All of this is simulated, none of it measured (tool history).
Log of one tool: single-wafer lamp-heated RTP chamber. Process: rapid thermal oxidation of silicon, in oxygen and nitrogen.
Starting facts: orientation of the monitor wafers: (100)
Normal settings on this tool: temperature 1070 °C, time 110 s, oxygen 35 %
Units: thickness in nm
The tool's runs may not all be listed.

run	hour	temperature	time	oxygen	wafers since the last listed run	wafers since the last pyrometer calibration	hours since the oxygen flow controller was replaced	hours since the gauge calibration	read-back reference wafer on the same gauge, thickness	thickness
1	0	1070	110	35	0	5588	3446.4	1237.2	9.473	9.228
# hour 48.3: pyrometer window cleaned and pyrometer calibrated
2	48.8	1070	124	17	564	7	3495.2	1286	9.477	7.349
3	106	1070	124	17	791	798	3552.4	1343.2	9.475	7.419
4	151.1	1070	110	35	624	1422	3597.5	1388.3	9.464	9.127
5	189.9	1070	110	35	536	1959	3636.3	1427.1	9.476	9.149
# hour 209.2: oxygen flow controller replaced
6	226.6	1070	110	35	397	2356	17.4	1463.8	9.46	9.22
7	257.9	1070	110	35	433	2789	48.7	1495.1	9.465	9.139
8	319.8	1070	110	35	856	3646	110.6	1557	9.47	9.258
9	389.9	1070	110	43	969	4616	180.7	1627.1	9.468	9.967
# hour 406.3: gauge calibrated
10	427	1070	110	43	513	5129	217.8	20.7	9.468	9.9
11	467.1	1070	110	43	554	5684	257.9	60.8	9.463	9.949
# hour 492.8: pyrometer window cleaned and pyrometer calibrated
12	525.3	1070	110	17	694	449	316.1	119	9.483	6.985
13	557.3	1055	110	35	442	891	348.1	151	9.463	8.268
14	600	1070	110	35	590	1482	390.8	193.7	9.488	9.147
15	637.5	1087	150	17	518	2001	428.3	231.2	9.485	9.172
16	704.3	1070	110	35	924	2925	495.1	298	9.449	9.107
17	756.3	1070	126	35	719	3645	547.1	350	9.468	9.72
18	818.9	1070	138	48	866	4511	609.7	412.6	9.449	11.445
19	862.1	1070	110	35	597	5109	652.9	455.8	9.47	9.234
20	890.4	1094	165	47	391	5500	681.2	484.1	9.489	14.529
21	930.1	1046	110	50	549	6050	720.9	523.8	9.466	9.012
22	962	1049	139	61	441	6491	752.8	555.7	9.457	11.019
# hour 971.7: pyrometer window cleaned and pyrometer calibrated
23	1017.6	1070	110	35	658	635	808.4	611.3	9.476	9.051
24	1042.3	1070	110	45	341	976	833.1	636	9.469	9.87
25	1068.8	1082	110	35	366	1343	859.6	662.5	9.487	9.912
26	1118.8	1070	144	35	691	2035	909.6	712.5	9.469	10.277
27	1163.7	1070	150	65	621	2656	954.5	757.4	9.479	13.185
28	1224.1	1070	153	35	835	3492	1014.9	817.8	9.484	10.769
29	1248.4	1070	110	35	336	3828	1039.2	842.1	9.48	9.141
30	1278	1049	110	35	409	4238	1068.8	871.7	9.46	8.046
31	1326.8	1089	110	17	675	4913	1117.6	920.5	9.464	8.018
32	1376.6	1048	110	35	689	5602	1167.4	970.3	9.473	7.978
33	1401.5	1057	110	35	344	5946	1192.3	995.2	9.487	8.42
34	1427.3	1045	70	53	356	6303	1218.1	1021	9.475	7.396
# hour 1470.7: pyrometer window cleaned and pyrometer calibrated
35	1492	1080	162	57	784	294	1282.8	1085.7	9.464	13.603
36	1519.2	1049	110	54	376	671	1310	1112.9	9.488	9.212

Forecast run 37:
37	1582.9	1057	70	17	881	1552	1373.7	1176.6	?	?

{"run 37": {"read-back reference wafer on the same gauge, thickness": 9.487, "thickness": 5.403}}
With no hidden state in the tool, this same run would have given thickness 5.312 nm.
